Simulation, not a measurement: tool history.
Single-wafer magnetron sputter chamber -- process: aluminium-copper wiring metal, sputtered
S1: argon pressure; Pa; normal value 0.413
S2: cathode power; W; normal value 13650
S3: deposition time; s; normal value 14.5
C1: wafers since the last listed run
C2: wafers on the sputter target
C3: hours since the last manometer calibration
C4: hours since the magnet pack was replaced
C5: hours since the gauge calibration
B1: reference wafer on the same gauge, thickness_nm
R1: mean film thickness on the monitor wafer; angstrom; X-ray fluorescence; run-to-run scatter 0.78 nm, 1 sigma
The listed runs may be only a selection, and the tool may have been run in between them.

{"run": 1, "day": 0.0, "S1": 0.413, "S2": 13650, "S3": 12.4, "C1": 0, "C2": 1423, "C3": 2306.9, "C4": 10367.7, "C5": 91.4, "B1": 321.128, "R1": 2706.7}
{"run": 2, "day": 0.929, "S1": 0.413, "S2": 13650, "S3": 12.4, "C1": 934, "C2": 2357, "C3": 2329.2, "C4": 10390, "C5": 113.7, "B1": 321.084, "R1": 2703.51}
{"run": 3, "day": 1.754, "S1": 0.413, "S2": 13650, "S3": 15.5, "C1": 829, "C2": 3187, "C3": 2349, "C4": 10409.8, "C5": 133.5, "B1": 320.994, "R1": 3363.67}
{"run": 4, "day": 3.188, "S1": 0.413, "S2": 13650, "S3": 15.5, "C1": 1441, "C2": 4628, "C3": 2383.4, "C4": 10444.2, "C5": 167.9, "B1": 320.917, "R1": 3365.91}
{"day": 4.358, "done": "sputter target and shields replaced"}
{"run": 5, "day": 4.379, "S1": 0.413, "S2": 13650, "S3": 14.5, "C1": 862, "C2": 23, "C3": 2412, "C4": 10472.8, "C5": 196.5, "B1": 321.006, "R1": 3163.56}
{"run": 6, "day": 4.8, "S1": 0.413, "S2": 13650, "S3": 14.5, "C1": 423, "C2": 446, "C3": 2422.1, "C4": 10482.9, "C5": 206.6, "B1": 320.835, "R1": 3158.13}
{"run": 7, "day": 5.7, "S1": 0.413, "S2": 13650, "S3": 14.5, "C1": 904, "C2": 1351, "C3": 2443.7, "C4": 10504.5, "C5": 228.2, "B1": 321.092, "R1": 3150.88}
{"day": 7.725, "done": "magnet pack replaced"}
{"run": 8, "day": 7.8, "S1": 0.413, "S2": 13650, "S3": 15.9, "C1": 1776, "C2": 3127, "C3": 2494.1, "C4": 1.8, "C5": 278.6, "B1": 321.002, "R1": 3452.48}
{"run": 9, "day": 8.629, "S1": 0.413, "S2": 13650, "S3": 14.5, "C1": 833, "C2": 3960, "C3": 2514, "C4": 21.7, "C5": 298.5, "B1": 321.172, "R1": 3151.2}
{"day": 8.967, "done": "sputter target and shields replaced"}
{"run": 10, "day": 9.621, "S1": 0.413, "S2": 13650, "S3": 14.5, "C1": 661, "C2": 656, "C3": 2537.8, "C4": 45.5, "C5": 322.3, "B1": 320.845, "R1": 3133.39}
{"run": 11, "day": 10.275, "S1": 0.413, "S2": 13650, "S3": 14.5, "C1": 657, "C2": 1313, "C3": 2553.5, "C4": 61.2, "C5": 338, "B1": 321.293, "R1": 3163.01}
{"run": 12, "day": 11.662, "S1": 0.575, "S2": 16000, "S3": 15.6, "C1": 1395, "C2": 2708, "C3": 2586.8, "C4": 94.5, "C5": 371.3, "B1": 321.245, "R1": 3436.22}
{"run": 13, "day": 12.725, "S1": 0.369, "S2": 14900, "S3": 16.5, "C1": 1068, "C2": 3776, "C3": 2612.3, "C4": 120, "C5": 396.8, "B1": 320.753, "R1": 4064.8}
{"run": 14, "day": 13.396, "S1": 0.574, "S2": 13650, "S3": 14.5, "C1": 674, "C2": 4451, "C3": 2628.4, "C4": 136.1, "C5": 412.9, "B1": 320.965, "R1": 2743.18}
{"day": 13.808, "done": "sputter target and shields replaced"}
{"day": 13.975, "done": "gauge calibrated"}
{"day": 14.329, "done": "capacitance manometer re-zeroed and calibrated"}
{"run": 15, "day": 14.35, "S1": 0.413, "S2": 11100, "S3": 14.5, "C1": 289, "C2": 210, "C3": 0.5, "C4": 159, "C5": 9, "B1": 320.789, "R1": 2658.87}
{"run": 16, "day": 15.238, "S1": 0.507, "S2": 15100, "S3": 16.3, "C1": 892, "C2": 1103, "C3": 21.8, "C4": 180.3, "C5": 30.3, "B1": 320.825, "R1": 3744.25}
{"run": 17, "day": 16.133, "S1": 0.413, "S2": 12000, "S3": 14.5, "C1": 900, "C2": 2003, "C3": 43.3, "C4": 201.8, "C5": 51.8, "B1": 321.044, "R1": 2850.73}
{"run": 18, "day": 17.508, "S1": 0.413, "S2": 13650, "S3": 14.5, "C1": 1382, "C2": 3386, "C3": 76.3, "C4": 234.8, "C5": 84.8, "B1": 321.156, "R1": 3250.61}
{"day": 18.662, "done": "sputter target and shields replaced"}
{"run": 19, "day": 21.2, "S1": 0.413, "S2": 13650, "S3": 15.8, "C1": 3376, "C2": 2550, "C3": 164.9, "C4": 323.4, "C5": 173.4, "B1": 320.81, "R1": 3516.53}
{"run": 20, "day": 22.462, "S1": 0.355, "S2": 15750, "S3": 14.5, "C1": 1269, "C2": 3819, "C3": 195.2, "C4": 353.7, "C5": 203.7, "B1": 320.81, "R1": 3922.74}
{"day": 23.4, "done": "sputter target and shields replaced"}
{"run": 21, "day": 23.421, "S1": 0.575, "S2": 16000, "S3": 15.6, "C1": 628, "C2": 22, "C3": 218.2, "C4": 376.7, "C5": 226.7, "B1": 320.851, "R1": 3550.31}
{"run": 22, "day": 24.171, "S1": 0.518, "S2": 15050, "S3": 17.4, "C1": 754, "C2": 776, "C3": 236.2, "C4": 394.7, "C5": 244.7, "B1": 320.986, "R1": 3920.89}
{"run": 23, "day": 24.958, "S1": 0.525, "S2": 14600, "S3": 15.4, "C1": 791, "C2": 1568, "C3": 255.1, "C4": 413.6, "C5": 263.6, "B1": 321.057, "R1": 3317.12}

Below, each run's measurement less what the same run would have read without the hidden state. Both values contain the same run-to-run variation, but the gauge's scatter may not be the same in both:
The hidden state here: deposition rate above that of a new target (%); true argon pressure above the setpoint (%); gauge reads high (%).
run=1 R1=-94.9
run=2 R1=-95.05
run=3 R1=-118.55
run=4 R1=-119.1
run=5 R1=-112.3
run=6 R1=-112.24
run=7 R1=-112.24
run=8 R1=-123.63
run=9 R1=-113.06
run=10 R1=-112.69
run=11 R1=-113.91
run=12 R1=-189.34
run=13 R1=-124.78
run=14 R1=-151.4
run=15 R1=-5.78
run=16 R1=-16.66
run=17 R1=-13.15
run=18 R1=-20.86
run=19 R1=-38.52
run=20 R1=-38.92
run=21 R1=-72.78
run=22 R1=-75.35
run=23 R1=-68.63
